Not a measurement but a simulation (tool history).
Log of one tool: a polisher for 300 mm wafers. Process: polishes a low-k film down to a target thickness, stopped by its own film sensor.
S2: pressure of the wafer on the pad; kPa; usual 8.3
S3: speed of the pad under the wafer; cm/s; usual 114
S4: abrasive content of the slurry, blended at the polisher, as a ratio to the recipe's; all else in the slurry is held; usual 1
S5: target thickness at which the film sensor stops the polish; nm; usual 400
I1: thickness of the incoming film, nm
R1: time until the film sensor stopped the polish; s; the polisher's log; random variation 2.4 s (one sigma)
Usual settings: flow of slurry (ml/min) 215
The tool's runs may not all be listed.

{"run": 1, "day": 0.0, "flow of slurry (ml/min)": 180, "S2": 8.3, "S3": 114, "S4": 1, "S5": 400, "I1": 437.9, "R1": 124.5}
{"run": 2, "day": 0.75, "flow of slurry (ml/min)": 180, "S2": 8.3, "S3": 114, "S4": 1, "S5": 400, "I1": 435, "R1": 116.3}
{"day": 0.888, "done": "slurry nozzle cleaned"}
{"run": 3, "day": 1.875, "flow of slurry (ml/min)": 180, "S2": 8.3, "S3": 114, "S4": 1, "S5": 400, "I1": 438.9, "R1": 128.1}
{"day": 2.596, "done": "worn pad replaced by a new one"}
{"run": 4, "day": 3.058, "flow of slurry (ml/min)": 215, "S2": 8.3, "S3": 114, "S4": 1, "S5": 400, "I1": 445.2, "R1": 150.9}
{"run": 5, "day": 4.054, "flow of slurry (ml/min)": 215, "S2": 8.3, "S3": 114, "S4": 1, "S5": 400, "I1": 440.4, "R1": 136}
{"run": 6, "day": 4.875, "flow of slurry (ml/min)": 215, "S2": 8.3, "S3": 114, "S4": 1, "S5": 400, "I1": 435.9, "R1": 117.1}
{"run": 7, "day": 6.117, "flow of slurry (ml/min)": 215, "S2": 8.3, "S3": 114, "S4": 1, "S5": 390, "I1": 448.2, "R1": 202}
{"day": 6.233, "done": "head pressure recalibrated"}
{"day": 6.4, "done": "conditioning disc replaced and pad reconditioned"}
{"run": 8, "day": 6.875, "flow of slurry (ml/min)": 215, "S2": 8.3, "S3": 114, "S4": 1.25, "S5": 400, "I1": 445.5, "R1": 134.6}
{"run": 9, "day": 7.642, "flow of slurry (ml/min)": 215, "S2": 8.3, "S3": 114, "S4": 1.25, "S5": 400, "I1": 442.1, "R1": 129.3}
{"run": 10, "day": 8.858, "flow of slurry (ml/min)": 190, "S2": 6.2, "S3": 84, "S4": 1.3, "S5": 400, "I1": 443.4, "R1": 195}
{"day": 9.096, "done": "slurry nozzle cleaned"}
{"day": 10.033, "done": "worn pad replaced by a new one, of another model than before"}
{"run": 11, "day": 10.296, "flow of slurry (ml/min)": 215, "S2": 6.2, "S3": 104, "S4": 0.85, "S5": 400, "I1": 443, "R1": 226.3}
{"day": 10.529, "done": "slurry blender recalibrated"}
{"run": 12, "day": 10.925, "flow of slurry (ml/min)": 215, "S2": 8.3, "S3": 114, "S4": 1, "S5": 400, "I1": 446.9, "R1": 145.3}
{"run": 13, "day": 11.954, "flow of slurry (ml/min)": 215, "S2": 8.3, "S3": 74, "S4": 1.1, "S5": 400, "I1": 446.4, "R1": 205.4}
{"run": 14, "day": 13.35, "flow of slurry (ml/min)": 155, "S2": 8.3, "S3": 134, "S4": 1, "S5": 406, "I1": 441.1, "R1": 105.5}
{"run": 15, "day": 14.079, "flow of slurry (ml/min)": 150, "S2": 8.3, "S3": 114, "S4": 1, "S5": 400, "I1": 440.4, "R1": 139.5}
{"run": 16, "day": 15.412, "flow of slurry (ml/min)": 155, "S2": 8.3, "S3": 134, "S4": 1, "S5": 406, "I1": 448.6, "R1": 128}
{"run": 17, "day": 16.108, "flow of slurry (ml/min)": 270, "S2": 6.9, "S3": 114, "S4": 1.15, "S5": 400, "I1": 434.2, "R1": 107}
{"run": 18, "day": 16.65, "flow of slurry (ml/min)": 215, "S2": 8.3, "S3": 136, "S4": 1, "S5": 400, "I1": 443.4, "R1": 124}

4 ways to go on from here, each from the tool as it stands after run 18. What would each give?
{"run": "A", "day": 16.671, "flow of slurry (ml/min)": 215, "S2": 9.7, "S3": 114, "S4": 1, "S5": 400, "I1": 446.8, "R1": "?"}
{"run": "B", "day": 16.671, "flow of slurry (ml/min)": 215, "S2": 8.3, "S3": 114, "S4": 0.7, "S5": 411, "I1": 446.8, "R1": "?"}
{"run": "C", "day": 16.671, "flow of slurry (ml/min)": 250, "S2": 8.3, "S3": 114, "S4": 1, "S5": 400, "I1": 446.8, "R1": "?"}
{"run": "D", "day": 16.671, "flow of slurry (ml/min)": 185, "S2": 8.3, "S3": 114, "S4": 0.85, "S5": 400, "I1": 446.8, "R1": "?"}

run=A R1=147.4
run=B R1=173
run=C R1=153.5
run=D R1=184.8
Without the tool's hidden state the same runs would have given:
run=A R1=133.9
run=B R1=152.3
run=C R1=139.4
run=D R1=165.6
